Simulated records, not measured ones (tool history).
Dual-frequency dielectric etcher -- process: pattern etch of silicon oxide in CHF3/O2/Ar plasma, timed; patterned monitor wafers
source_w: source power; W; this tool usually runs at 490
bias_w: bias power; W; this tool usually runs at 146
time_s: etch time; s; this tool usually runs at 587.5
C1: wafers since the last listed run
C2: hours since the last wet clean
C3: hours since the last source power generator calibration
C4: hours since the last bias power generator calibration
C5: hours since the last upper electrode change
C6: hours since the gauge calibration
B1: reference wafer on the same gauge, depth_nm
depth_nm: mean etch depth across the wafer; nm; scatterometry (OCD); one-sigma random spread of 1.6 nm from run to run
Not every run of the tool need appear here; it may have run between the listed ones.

run 1 day=0 | source_w=490 bias_w=146 time_s=587.5 | C1=0 C2=148.1 C3=2874.5 C4=4079.5 C5=3191.3 C6=94.6 | B1=1049.9 | depth_nm=1023.6
run 2 day=0.521 | source_w=440 bias_w=118 time_s=587.5 | C1=34 C2=160.6 C3=2887 C4=4092 C5=3203.8 C6=107.1 | B1=1050.1 | depth_nm=882.3
run 3 day=1.838 | source_w=440 bias_w=118 time_s=587.5 | C1=87 C2=192.2 C3=2918.6 C4=4123.6 C5=3235.4 C6=138.7 | B1=1049.9 | depth_nm=883.7
run 4 day=3.083 | source_w=440 bias_w=118 time_s=587.5 | C1=82 C2=222.1 C3=2948.5 C4=4153.5 C5=3265.3 C6=168.6 | B1=1050 | depth_nm=886.1
run 5 day=4.271 | source_w=490 bias_w=146 time_s=587.5 | C1=78 C2=250.6 C3=2977 C4=4182 C5=3293.8 C6=197.1 | B1=1049.9 | depth_nm=1028.5
-- day=4.938 bias power generator calibrated
run 6 day=5.442 | source_w=490 bias_w=146 time_s=587.5 | C1=66 C2=278.7 C3=3005.1 C4=12.1 C5=3321.9 C6=225.2 | B1=1050 | depth_nm=1051.9
run 7 day=6.417 | source_w=490 bias_w=146 time_s=587.5 | C1=64 C2=302.1 C3=3028.5 C4=35.5 C5=3345.3 C6=248.6 | B1=1050.2 | depth_nm=1053
run 8 day=7.208 | source_w=490 bias_w=146 time_s=587.5 | C1=52 C2=321.1 C3=3047.5 C4=54.5 C5=3364.3 C6=267.6 | B1=1049.9 | depth_nm=1055
run 9 day=8.017 | source_w=490 bias_w=146 time_s=587.5 | C1=53 C2=340.5 C3=3066.9 C4=73.9 C5=3383.7 C6=287 | B1=1049.8 | depth_nm=1052.6
-- day=8.283 source power generator calibrated
-- day=9.275 wet clean of the chamber
run 10 day=9.296 | source_w=490 bias_w=146 time_s=587.5 | C1=7 C2=0.5 C3=24.3 C4=104.6 C5=3414.4 C6=317.7 | B1=1050.1 | depth_nm=1043.6
run 11 day=9.596 | source_w=490 bias_w=146 time_s=587.5 | C1=19 C2=7.7 C3=31.5 C4=111.8 C5=3421.6 C6=324.9 | B1=1049.8 | depth_nm=1041.4
run 12 day=10.9 | source_w=490 bias_w=146 time_s=587.5 | C1=86 C2=39 C3=62.8 C4=143.1 C5=3452.9 C6=356.2 | B1=1050.2 | depth_nm=1042.6
run 13 day=12.288 | source_w=380 bias_w=159 time_s=649.5 | C1=92 C2=72.3 C3=96.1 C4=176.4 C5=3486.2 C6=389.5 | B1=1050 | depth_nm=1070.9
-- day=15.112 upper electrode replaced
run 14 day=15.229 | source_w=490 bias_w=146 time_s=587.5 | C1=128 C2=142.9 C3=166.7 C4=247 C5=2.8 C6=460.1 | B1=1050.1 | depth_nm=1048.2
run 15 day=16.125 | source_w=570 bias_w=121 time_s=587.5 | C1=59 C2=164.4 C3=188.2 C4=268.5 C5=24.3 C6=481.6 | B1=1049.7 | depth_nm=1024.8
run 16 day=16.792 | source_w=490 bias_w=146 time_s=694 | C1=44 C2=180.4 C3=204.2 C4=284.5 C5=40.3 C6=497.6 | B1=1049.7 | depth_nm=1240.7
run 17 day=17.338 | source_w=400 bias_w=178 time_s=752 | C1=36 C2=193.5 C3=217.3 C4=297.6 C5=53.4 C6=510.7 | B1=1049.9 | depth_nm=1343.9
run 18 day=17.954 | source_w=490 bias_w=175 time_s=587.5 | C1=40 C2=208.3 C3=232.1 C4=312.4 C5=68.2 C6=525.5 | B1=1049.9 | depth_nm=1139.4
-- day=19.221 gauge calibrated
run 19 day=19.292 | source_w=580 bias_w=161 time_s=539 | C1=88 C2=240.4 C3=264.2 C4=344.5 C5=100.3 C6=1.7 | B1=1050 | depth_nm=1085
run 20 day=20.246 | source_w=450 bias_w=122 time_s=516 | C1=63 C2=263.3 C3=287.1 C4=367.4 C5=123.2 C6=24.6 | B1=1050.1 | depth_nm=817.1
-- day=24.654 wet clean of the chamber
run 21 day=24.675 | source_w=490 bias_w=146 time_s=587.5 | C1=227 C2=0.5 C3=393.4 C4=473.7 C5=229.5 C6=130.9 | B1=1049.9 | depth_nm=1036.6
run 22 day=25.154 | source_w=490 bias_w=146 time_s=695 | C1=31 C2=12 C3=404.9 C4=485.2 C5=241 C6=142.4 | B1=1050 | depth_nm=1225.2
run 23 day=25.704 | source_w=490 bias_w=146 time_s=587.5 | C1=36 C2=25.2 C3=418.1 C4=498.4 C5=254.2 C6=155.6 | B1=1050 | depth_nm=1038.5
run 24 day=26.446 | source_w=440 bias_w=177 time_s=680 | C1=49 C2=43 C3=435.9 C4=516.2 C5=272 C6=173.4 | B1=1050.1 | depth_nm=1250.5
run 25 day=27.158 | source_w=390 bias_w=146 time_s=520.5 | C1=47 C2=60.1 C3=453 C4=533.3 C5=289.1 C6=190.5 | B1=1050.1 | depth_nm=830.8
run 26 day=27.829 | source_w=580 bias_w=146 time_s=587.5 | C1=44 C2=76.2 C3=469.1 C4=549.4 C5=305.2 C6=206.6 | B1=1050 | depth_nm=1117.1
run 27 day=28.771 | source_w=490 bias_w=168 time_s=587.5 | C1=62 C2=98.8 C3=491.7 C4=572 C5=327.8 C6=229.2 | B1=1050.1 | depth_nm=1107.8
run 28 day=29.471 | source_w=400 bias_w=165 time_s=696.5 | C1=46 C2=115.6 C3=508.5 C4=588.8 C5=344.6 C6=246 | B1=1050.1 | depth_nm=1194.2
run 29 day=30.467 | source_w=590 bias_w=156 time_s=461 | C1=66 C2=139.5 C3=532.4 C4=612.7 C5=368.5 C6=269.9 | B1=1049.8 | depth_nm=913.8
run 30 day=31.458 | source_w=540 bias_w=146 time_s=668.5 | C1=65 C2=163.3 C3=556.2 C4=636.5 C5=392.3 C6=293.7 | B1=1050 | depth_nm=1239.4

Below are 4 alternative next runs, each starting from the tool's condition after run 30. Predict each:
run A day=31.483 | source_w=490 bias_w=146 time_s=705 | C1=1 C2=163.9 C3=556.8 C4=637.1 C5=392.9 C6=294.3 | B1=? | depth_nm=?
run B day=31.483 | source_w=490 bias_w=161 time_s=420 | C1=1 C2=163.9 C3=556.8 C4=637.1 C5=392.9 C6=294.3 | B1=? | depth_nm=?
run C day=31.483 | source_w=490 bias_w=135 time_s=634.5 | C1=1 C2=163.9 C3=556.8 C4=637.1 C5=392.9 C6=294.3 | B1=? | depth_nm=?
run D day=31.483 | source_w=450 bias_w=146 time_s=587.5 | C1=1 C2=163.9 C3=556.8 C4=637.1 C5=392.9 C6=294.3 | B1=? | depth_nm=?

run=A B1=1050.2 depth_nm=1250.8
run=B B1=1050.2 depth_nm=779.6
run=C B1=1050.2 depth_nm=1085.3
run=D B1=1050.2 depth_nm=1003.6
Stripped of hidden state, with their random variation kept, the same runs would have yielded:
run=A depth_nm=1246.7
run=B depth_nm=777.1
run=C depth_nm=1081.6
run=D depth_nm=1000.3

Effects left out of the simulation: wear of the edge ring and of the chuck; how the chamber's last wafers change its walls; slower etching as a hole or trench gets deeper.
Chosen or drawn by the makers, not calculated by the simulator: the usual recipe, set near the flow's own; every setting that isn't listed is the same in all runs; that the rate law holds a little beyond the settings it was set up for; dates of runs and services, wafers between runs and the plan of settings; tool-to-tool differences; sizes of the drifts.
